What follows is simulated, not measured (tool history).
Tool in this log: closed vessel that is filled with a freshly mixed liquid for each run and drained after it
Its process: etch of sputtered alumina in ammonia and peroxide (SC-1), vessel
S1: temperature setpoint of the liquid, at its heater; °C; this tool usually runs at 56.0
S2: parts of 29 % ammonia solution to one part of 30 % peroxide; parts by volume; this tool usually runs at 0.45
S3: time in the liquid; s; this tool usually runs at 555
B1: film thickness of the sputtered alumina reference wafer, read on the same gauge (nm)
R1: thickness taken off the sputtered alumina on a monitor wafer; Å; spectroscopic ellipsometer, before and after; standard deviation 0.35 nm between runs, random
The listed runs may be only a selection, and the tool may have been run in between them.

run 1 hour=0.0 | S1=56.0 S2=0.45 S3=740 | B1=130.00 | R1=546.0
run 2 hour=31.1 | S1=56.0 S2=0.45 S3=555 | B1=130.00 | R1=408.8
run 3 hour=81.3 | S1=56.0 S2=0.45 S3=555 | B1=129.99 | R1=424.4
run 4 hour=115.7 | S1=56.0 S2=0.45 S3=555 | B1=130.00 | R1=413.6
run 5 hour=141.6 | S1=56.0 S2=0.45 S3=555 | B1=129.97 | R1=418.8
run 6 hour=167.5 | S1=56.0 S2=0.45 S3=555 | B1=130.00 | R1=418.2
-- hour=174.0 new drum of ammonia solution connected
run 7 hour=190.1 | S1=56.0 S2=0.45 S3=555 | B1=130.01 | R1=418.5
-- hour=197.2 ammonia flow meter replaced
run 8 hour=202.9 | S1=59.5 S2=0.45 S3=555 | B1=130.00 | R1=510.5
run 9 hour=230.2 | S1=56.0 S2=0.45 S3=480 | B1=129.99 | R1=373.8
-- hour=246.9 thermometer replaced
run 10 hour=252.5 | S1=47.0 S2=0.45 S3=555 | B1=130.00 | R1=241.2
run 11 hour=282.6 | S1=56.0 S2=0.45 S3=720 | B1=130.02 | R1=502.2
run 12 hour=312.4 | S1=56.0 S2=0.45 S3=555 | B1=130.01 | R1=392.3
run 13 hour=326.6 | S1=65.0 S2=0.30 S3=285 | B1=130.00 | R1=305.7
run 14 hour=360.4 | S1=51.0 S2=0.40 S3=765 | B1=130.00 | R1=411.6
run 15 hour=383.2 | S1=46.5 S2=0.45 S3=555 | B1=130.00 | R1=237.1
run 16 hour=403.5 | S1=56.0 S2=0.25 S3=440 | B1=130.00 | R1=297.9
-- hour=423.9 new drum of ammonia solution connected
run 17 hour=492.3 | S1=56.0 S2=0.30 S3=375 | B1=129.99 | R1=258.7
run 18 hour=520.9 | S1=53.5 S2=0.45 S3=705 | B1=130.02 | R1=448.1
run 19 hour=533.5 | S1=56.0 S2=0.45 S3=555 | B1=130.00 | R1=398.7
run 20 hour=556.9 | S1=49.0 S2=0.45 S3=875 | B1=130.01 | R1=435.0
run 21 hour=586.8 | S1=60.5 S2=0.45 S3=555 | B1=130.03 | R1=506.6
run 22 hour=621.0 | S1=59.5 S2=0.40 S3=265 | B1=130.02 | R1=224.6
-- hour=642.5 gauge calibrated
run 23 hour=643.7 | S1=61.0 S2=0.35 S3=700 | B1=130.01 | R1=649.9
run 24 hour=657.8 | S1=53.5 S2=0.30 S3=250 | B1=130.01 | R1=151.5
run 25 hour=675.9 | S1=61.5 S2=0.35 S3=780 | B1=130.01 | R1=737.2
run 26 hour=708.3 | S1=59.0 S2=0.55 S3=230 | B1=129.98 | R1=203.0
run 27 hour=723.4 | S1=56.0 S2=0.45 S3=555 | B1=130.00 | R1=407.3
-- hour=744.7 new drum of ammonia solution connected
run 28 hour=756.3 | S1=46.5 S2=0.35 S3=875 | B1=129.99 | R1=378.1
run 29 hour=777.8 | S1=61.0 S2=0.35 S3=660 | B1=130.00 | R1=615.6

Run by run, hidden condition taken away, random variation retained:
The hidden state here: liquid hotter than its thermometer reads (K); ammonia flow below the setpoint (%); ammonia solution weaker than its label (%); gauge reads high (%).
run=1 R1=510.0
run=2 R1=380.6
run=3 R1=393.3
run=4 R1=382.0
run=5 R1=385.9
run=6 R1=384.3
run=7 R1=383.8
run=8 R1=468.7
run=9 R1=341.6
run=10 R1=240.1
run=11 R1=498.6
run=12 R1=388.4
run=13 R1=302.4
run=14 R1=405.4
run=15 R1=232.8
run=16 R1=292.3
run=17 R1=251.6
run=18 R1=434.4
run=19 R1=386.3
run=20 R1=419.6
run=21 R1=488.8
run=22 R1=216.0
run=23 R1=623.6
run=24 R1=144.9
run=25 R1=705.4
run=26 R1=193.5
run=27 R1=387.4
run=28 R1=357.3
run=29 R1=583.6
